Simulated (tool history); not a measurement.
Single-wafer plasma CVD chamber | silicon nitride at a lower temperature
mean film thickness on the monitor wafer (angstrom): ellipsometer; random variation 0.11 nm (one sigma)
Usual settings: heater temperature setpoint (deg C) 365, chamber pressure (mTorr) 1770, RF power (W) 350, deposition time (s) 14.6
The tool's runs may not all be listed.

run    hour  heater temperature setpoint (deg C)  chamber pressure (mTorr)  RF power (W)  deposition time (s)  wafers since the last listed run  hours since the last thermocouple change  hours since the last RF generator calibration  hours since the last manometer calibration  hours since the showerhead was replaced  hours since the gauge calibration  read-back reference wafer on the same gauge, thickness_nm  mean film thickness on the monitor wafer (angstrom)
  1       0                                  365                      1770           350                 14.6                                 0                                     641.6                                          848.3                                       114.2                                     5100                                370                                                     17.415                                               195.15
  2    78.6                                  365                      1770           350                 14.6                              1725                                     720.2                                          926.9                                       192.8                                   5178.6                              448.6                                                     17.419                                               192.91
  3   158.9                                  365                      1770           350                 14.6                              1762                                     800.5                                         1007.2                                       273.1                                   5258.9                              528.9                                                     17.398                                               194.38
  4   219.3                                  365                      2050           350                   16                              1325                                     860.9                                         1067.6                                       333.5                                   5319.3                              589.3                                                     17.406                                               223.94
  5   290.4                                  365                      1770           350                 14.6                              1560                                       932                                         1138.7                                       404.6                                   5390.4                              660.4                                                     17.391                                               193.83
  6   330.9                                  365                      1770           350                 14.6                               889                                     972.5                                         1179.2                                       445.1                                   5430.9                              700.9                                                     17.394                                               193.33
  7   379.2                                  365                      1580           350                 14.6                              1060                                    1020.8                                         1227.5                                       493.4                                   5479.2                              749.2                                                     17.456                                               185.47
  8   430.1                                  365                      1770           350                 14.6                              1117                                    1071.7                                         1278.4                                       544.3                                   5530.1                              800.1                                                     17.438                                               193.52
  9   495.3                                  365                      1770           350                 14.6                              1431                                    1136.9                                         1343.6                                       609.5                                   5595.3                              865.3                                                     17.428                                               192.62
 10   601.5                                  365                      1770           350                 14.6                              2331                                    1243.1                                         1449.8                                       715.7                                   5701.5                              971.5                                                     17.351                                               194.26
 11   708.3                                  365                      1770           350                 14.6                              2344                                    1349.9                                         1556.6                                       822.5                                   5808.3                             1078.3                                                     17.394                                               193.33
 12   781.3                                  365                      1770           350                 14.6                              1602                                    1422.9                                         1629.6                                       895.5                                   5881.3                             1151.3                                                      17.46                                               193.36
      804.4  -- gauge calibrated
 13   885.4                                  365                      1480           350                 14.6                              2285                                      1527                                         1733.7                                       999.6                                   5985.4                                 81                                                     17.433                                               180.47
      906.8  -- RF generator calibrated
      930.5  -- showerhead replaced
 14   992.2                                  365                      1770           350                 16.6                              1993                                    1633.8                                           85.4                                      1106.4                                     61.7                              187.8                                                     17.404                                               227.24
 15  1063.1                                  371                      1570           350                 14.6                              1556                                    1704.7                                          156.3                                      1177.3                                    132.6                              258.7                                                     17.402                                               190.34
 16  1157.8                                  355                      1770           350                 15.9                              2079                                    1799.4                                            251                                        1272                                    227.3                              353.4                                                     17.403                                               217.07
 17  1226.1                                  365                      1770           350                 14.6                              1499                                    1867.7                                          319.3                                      1340.3                                    295.6                              421.7                                                     17.381                                               195.79
       1249  -- thermocouple changed; heater temperature recalibrated
 18  1306.7                                  365                      1490           350                 14.6                              1593                                      57.7                                          399.9                                      1420.9                                    376.2                              502.3                                                     17.432                                               186.04
 19  1356.6                                  365                      1770           350                 14.6                              1095                                     107.6                                          449.8                                      1470.8                                    426.1                              552.2                                                      17.42                                               196.52
     1426.8  -- capacitance manometer re-zeroed and calibrated
 20  1460.7                                  365                      1770           350                 14.6                              2109                                     211.7                                          553.9                                        33.9                                    530.2                              656.3                                                      17.42                                               196.23
 21  1534.5                                  378                      2080           300                 14.6                              1620                                     285.5                                          627.7                                       107.7                                      604                              730.1                                                     17.398                                               190.89
 22  1627.5                                  377                      1770           410                 15.8                              2041                                     378.5                                          720.7                                       200.7                                      697                              823.1                                                     17.424                                               223.75
 23  1685.4                                  365                      1360           295                 14.6                              1271                                     436.4                                          778.6                                       258.6                                    754.9                                881                                                     17.392                                               165.28
 24  1810.4                                  371                      1620           350                 14.6                              2744                                     561.4                                          903.6                                       383.6                                    879.9                               1006                                                     17.428                                               185.69

The tool's hidden state at each run:
wafer temperature above the value expected at the setpoint (K): 0 in every run
true pressure above the setpoint (%): 0 in every run
gauge reads high (%): 0 in every run
H1: delivered RF power above the setpoint (%)
run     H1
  1  -7.01
  2  -7.24
  3  -7.45
  4  -7.58
  5  -7.72
  6  -7.79
  7  -7.87
  8  -7.94
  9  -8.03
 10  -8.15
 11  -8.25
 12   -8.3
 13  -8.37
 14   -1.9
 15   -2.8
 16  -3.84
 17  -4.47
 18  -5.12
 19  -5.48
 20  -6.12
 21  -6.51
 22  -6.92
 23  -7.14
 24  -7.55
